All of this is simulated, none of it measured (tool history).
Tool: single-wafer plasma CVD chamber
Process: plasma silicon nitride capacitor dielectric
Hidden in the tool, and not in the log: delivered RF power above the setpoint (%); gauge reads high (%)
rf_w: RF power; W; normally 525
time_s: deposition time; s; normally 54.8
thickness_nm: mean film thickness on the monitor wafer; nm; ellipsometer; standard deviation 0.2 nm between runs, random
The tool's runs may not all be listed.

run,hour,rf_w,time_s,wafers since the last listed run,hours since the last RF generator calibration,hours since the showerhead was replaced,hours since the gauge calibration,"read-back reference wafer on the same gauge, thickness_nm",thickness_nm
1,0.0,580,62.3,0,1111.6,6042.6,36.7,92.704,92.344
2,14.4,525,54.8,251,1126.0,6057.0,51.1,92.745,76.815
3,26.3,525,54.8,208,1137.9,6068.9,63.0,92.728,76.946
4,37.2,525,54.8,190,1148.8,6079.8,73.9,92.678,76.834
5,50.5,585,54.8,232,1162.1,6093.1,87.2,92.682,81.642
6,65.0,525,54.8,253,1176.6,6107.6,101.7,92.677,76.749
7,76.0,525,47.3,192,1187.6,6118.6,112.7,92.712,66.446
8,87.2,525,47.3,195,1198.8,6129.8,123.9,92.697,66.452
9,98.4,525,54.8,195,1210.0,6141.0,135.1,92.743,76.910
10,108.2,525,50.3,171,1219.8,6150.8,144.9,92.708,70.891
11,122.4,525,50.3,248,1234.0,6165.0,159.1,92.696,70.784
# hour 136.9: RF generator calibrated
12,138.9,485,54.8,148,2.0,6181.5,175.6,92.735,76.997
13,145.1,485,54.8,108,8.2,6187.7,181.8,92.715,76.640
14,154.8,485,54.8,169,17.9,6197.4,191.5,92.690,76.402
15,166.3,525,54.8,201,29.4,6208.9,203.0,92.676,79.848
16,177.1,525,54.8,188,40.2,6219.7,213.8,92.717,79.842
17,185.0,495,48.4,138,48.1,6227.6,221.7,92.686,68.297
18,202.3,435,60.2,302,65.4,6244.9,239.0,92.706,79.030
19,210.1,525,64.7,136,73.2,6252.7,246.8,92.678,94.027
20,222.5,525,54.8,216,85.6,6265.1,259.2,92.688,79.216
21,240.4,525,58.0,312,103.5,6283.0,277.1,92.688,83.713
22,247.5,595,61.2,124,110.6,6290.1,284.2,92.686,93.976
23,273.4,525,49.2,452,136.5,6316.0,310.1,92.698,71.212
# hour 283.3: gauge calibrated
24,284.8,475,47.5,199,147.9,6327.4,1.5,92.703,65.208
# hour 294.6: showerhead replaced, of another model than before
25,299.9,525,54.8,124,163.0,5.3,16.6,92.698,77.794
26,310.1,630,62.1,178,173.2,15.5,26.8,92.671,101.579
27,322.9,525,54.8,223,186.0,28.3,39.6,92.671,77.604
28,336.2,575,61.9,232,199.3,41.6,52.9,92.681,94.264
29,350.9,525,61.0,256,214.0,56.3,67.6,92.699,86.240
30,364.0,550,65.5,228,227.1,69.4,80.7,92.701,96.332
31,379.5,475,54.8,270,242.6,84.9,96.2,92.694,69.477
32,391.9,525,58.0,216,255.0,97.3,108.6,92.707,81.605
33,398.6,525,54.8,117,261.7,104.0,115.3,92.681,76.826

5 ways to go on from here, each from the tool as it stands after run 33. What would each give?
A,399.0,525,54.8,6,262.1,104.4,115.7,?,?
B,399.0,630,44.7,6,262.1,104.4,115.7,?,?
C,399.0,555,62.5,6,262.1,104.4,115.7,?,?
D,399.0,585,48.7,6,262.1,104.4,115.7,?,?
E,399.0,495,61.7,6,262.1,104.4,115.7,?,?

run,"read-back reference wafer on the same gauge, thickness_nm",thickness_nm
A,92.697,76.980
B,92.697,72.402
C,92.697,92.115
D,92.697,74.809
E,92.697,81.854
With the hidden condition removed and each run's random variation left untouched, the same runs would have given:
run,thickness_nm
A,80.500
B,75.713
C,96.327
D,78.230
E,85.597
